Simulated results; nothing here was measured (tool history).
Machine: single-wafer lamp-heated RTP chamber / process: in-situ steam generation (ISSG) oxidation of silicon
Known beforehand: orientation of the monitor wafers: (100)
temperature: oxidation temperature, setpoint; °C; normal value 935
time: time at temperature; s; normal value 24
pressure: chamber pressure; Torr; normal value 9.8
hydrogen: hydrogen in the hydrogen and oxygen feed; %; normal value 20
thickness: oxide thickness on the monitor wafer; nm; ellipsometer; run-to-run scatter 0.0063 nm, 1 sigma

| run | hour | temperature | time | pressure | hydrogen | wafers since the last listed run | wafers since the last pyrometer calibration | hours since the pressure gauge was zeroed | hours since the hydrogen flow controller was replaced | hours since the gauge calibration | read-back reference wafer on the same gauge, thickness | thickness |
|---|---|---|---|---|---|---|---|---|---|---|---|---|
| 1 | 0 | 935 | 24 | 9.8 | 20 | 0 | 3921 | 2777.9 | 4534.2 | 128.5 | 4.55 | 4.224 |
| 2 | 17.6 | 948 | 24 | 9.8 | 20 | 182 | 4103 | 2795.5 | 4551.8 | 146.1 | 4.55 | 4.392 |
| 3 | 70.6 | 935 | 24 | 10.2 | 20 | 548 | 4651 | 2848.5 | 4604.8 | 199.1 | 4.55 | 4.211 |
| 4 | 85.8 | 951 | 24 | 9.8 | 20 | 157 | 4808 | 2863.7 | 4620 | 214.3 | 4.55 | 4.455 |
| 5 | 101.5 | 951 | 24 | 9.8 | 20 | 162 | 4970 | 2879.4 | 4635.7 | 230 | 4.551 | 4.458 |
|  | 117.5 | hydrogen flow controller replaced |
| 6 | 118.7 | 935 | 24 | 9.8 | 20 | 95 | 5065 | 2896.6 | 1.2 | 247.2 | 4.55 | 4.248 |
|  | 119.3 | gauge calibrated |
|  | 128.1 | pressure gauge zeroed |
| 7 | 136.4 | 935 | 24 | 9.8 | 20 | 100 | 5166 | 8.3 | 18.9 | 17.1 | 4.551 | 4.254 |
| 8 | 151.6 | 935 | 24 | 9.8 | 20 | 157 | 5323 | 23.5 | 34.1 | 32.3 | 4.551 | 4.263 |
| 9 | 169 | 935 | 24 | 9.8 | 20 | 179 | 5503 | 40.9 | 51.5 | 49.7 | 4.551 | 4.269 |
| 10 | 186.5 | 935 | 28 | 9.8 | 20 | 180 | 5684 | 58.4 | 69 | 67.2 | 4.551 | 4.546 |
| 11 | 199.3 | 949 | 34 | 8.4 | 27 | 132 | 5816 | 71.2 | 81.8 | 80 | 4.548 | 5.679 |
| 12 | 208.1 | 935 | 33 | 10.2 | 15 | 91 | 5907 | 80 | 90.6 | 88.8 | 4.55 | 4.614 |
|  | 240.8 | pyrometer window cleaned and pyrometer calibrated |
| 13 | 241.3 | 928 | 24 | 9.8 | 20 | 260 | 5 | 113.2 | 123.8 | 122 | 4.553 | 4.1 |
| 14 | 252.4 | 920 | 24 | 9.8 | 20 | 114 | 120 | 124.3 | 134.9 | 133.1 | 4.551 | 4.023 |
| 15 | 267.6 | 935 | 30 | 9.8 | 27 | 157 | 277 | 139.5 | 150.1 | 148.3 | 4.548 | 4.897 |
| 16 | 274.7 | 935 | 24 | 9.8 | 20 | 73 | 350 | 146.6 | 157.2 | 155.4 | 4.548 | 4.2 |
| 17 | 284.2 | 935 | 28 | 9.8 | 20 | 98 | 449 | 156.1 | 166.7 | 164.9 | 4.551 | 4.48 |
| 18 | 301.2 | 930 | 31 | 9.8 | 20 | 175 | 624 | 173.1 | 183.7 | 181.9 | 4.549 | 4.618 |

Branching from run 18: 5 alternative next runs. What would each branch give?
| A | 301.6 | 935 | 30 | 9.8 | 20 | 4 | 629 | 173.5 | 184.1 | 182.3 | ? | ? |
| B | 301.6 | 920 | 24 | 10.2 | 28 | 4 | 629 | 173.5 | 184.1 | 182.3 | ? | ? |
| C | 301.6 | 929 | 17 | 10.2 | 20 | 4 | 629 | 173.5 | 184.1 | 182.3 | ? | ? |
| D | 301.6 | 935 | 33 | 9.8 | 20 | 4 | 629 | 173.5 | 184.1 | 182.3 | ? | ? |
| E | 301.6 | 935 | 31 | 9.8 | 20 | 4 | 629 | 173.5 | 184.1 | 182.3 | ? | ? |

| run | read-back reference wafer on the same gauge, thickness | thickness |
|---|---|---|
| A | 4.548 | 4.621 |
| B | 4.548 | 4.279 |
| C | 4.548 | 3.578 |
| D | 4.548 | 4.823 |
| E | 4.548 | 4.689 |
With no hidden state in the tool, these same runs would have given:
| run | thickness |
|---|---|
| A | 4.598 |
| B | 4.26 |
| C | 3.564 |
| D | 4.798 |
| E | 4.665 |
